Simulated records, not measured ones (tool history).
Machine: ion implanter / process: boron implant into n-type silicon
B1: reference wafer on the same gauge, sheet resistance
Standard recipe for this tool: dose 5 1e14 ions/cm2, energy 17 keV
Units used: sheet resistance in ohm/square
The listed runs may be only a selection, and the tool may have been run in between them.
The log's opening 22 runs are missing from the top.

{"run": 23, "hour": 1203.9, "dose": 6.04, "energy": 22, "B1": 247.15, "sheet resistance": 196.01}
{"run": 24, "hour": 1266.7, "dose": 5.84, "energy": 14.5, "B1": 246.9, "sheet resistance": 208.22}
{"run": 25, "hour": 1310.9, "dose": 6.04, "energy": 13, "B1": 246.76, "sheet resistance": 204.03}
{"run": 26, "hour": 1335.4, "dose": 5, "energy": 17, "B1": 247.12, "sheet resistance": 233.86}
{"hour": 1354.8, "done": "extraction supply calibrated"}
{"run": 27, "hour": 1373.7, "dose": 5, "energy": 17, "B1": 246.68, "sheet resistance": 234.42}
{"run": 28, "hour": 1435.1, "dose": 6.29, "energy": 20.5, "B1": 246.72, "sheet resistance": 188.52}
{"run": 29, "hour": 1460.9, "dose": 3.97, "energy": 21, "B1": 246.62, "sheet resistance": 274.48}
{"run": 30, "hour": 1509.6, "dose": 5.58, "energy": 17, "B1": 247.24, "sheet resistance": 211.38}
{"run": 31, "hour": 1561.3, "dose": 5, "energy": 21.5, "B1": 247, "sheet resistance": 226.65}
{"run": 32, "hour": 1629.0, "dose": 3.83, "energy": 17, "B1": 247.14, "sheet resistance": 286.41}
{"run": 33, "hour": 1676.7, "dose": 5, "energy": 17, "B1": 247.25, "sheet resistance": 230.66}
{"run": 34, "hour": 1748.4, "dose": 5, "energy": 17, "B1": 247.15, "sheet resistance": 227.93}
{"run": 35, "hour": 1776.9, "dose": 3.67, "energy": 23, "B1": 246.87, "sheet resistance": 283.45}

Predict each of these 4 candidate next runs independently; none follows another, all start after run 35:
{"run": "A", "hour": 1777.3, "dose": 6.1, "energy": 17, "B1": "?", "sheet resistance": "?"}
{"run": "B", "hour": 1777.3, "dose": 6.04, "energy": 21, "B1": "?", "sheet resistance": "?"}
{"run": "C", "hour": 1777.3, "dose": 4.15, "energy": 17, "B1": "?", "sheet resistance": "?"}
{"run": "D", "hour": 1777.3, "dose": 4.29, "energy": 15.5, "B1": "?", "sheet resistance": "?"}

run=A B1=247.24 sheet_resistance=194.43
run=B B1=247.24 sheet_resistance=192.48
run=C B1=247.24 sheet_resistance=267.12
run=D B1=247.24 sheet_resistance=262.16
Stripped of hidden state, with their random variation kept, the same runs would have yielded:
run=A sheet_resistance=200.07
run=B sheet_resistance=198.04
run=C sheet_resistance=274.49
run=D sheet_resistance=269.44

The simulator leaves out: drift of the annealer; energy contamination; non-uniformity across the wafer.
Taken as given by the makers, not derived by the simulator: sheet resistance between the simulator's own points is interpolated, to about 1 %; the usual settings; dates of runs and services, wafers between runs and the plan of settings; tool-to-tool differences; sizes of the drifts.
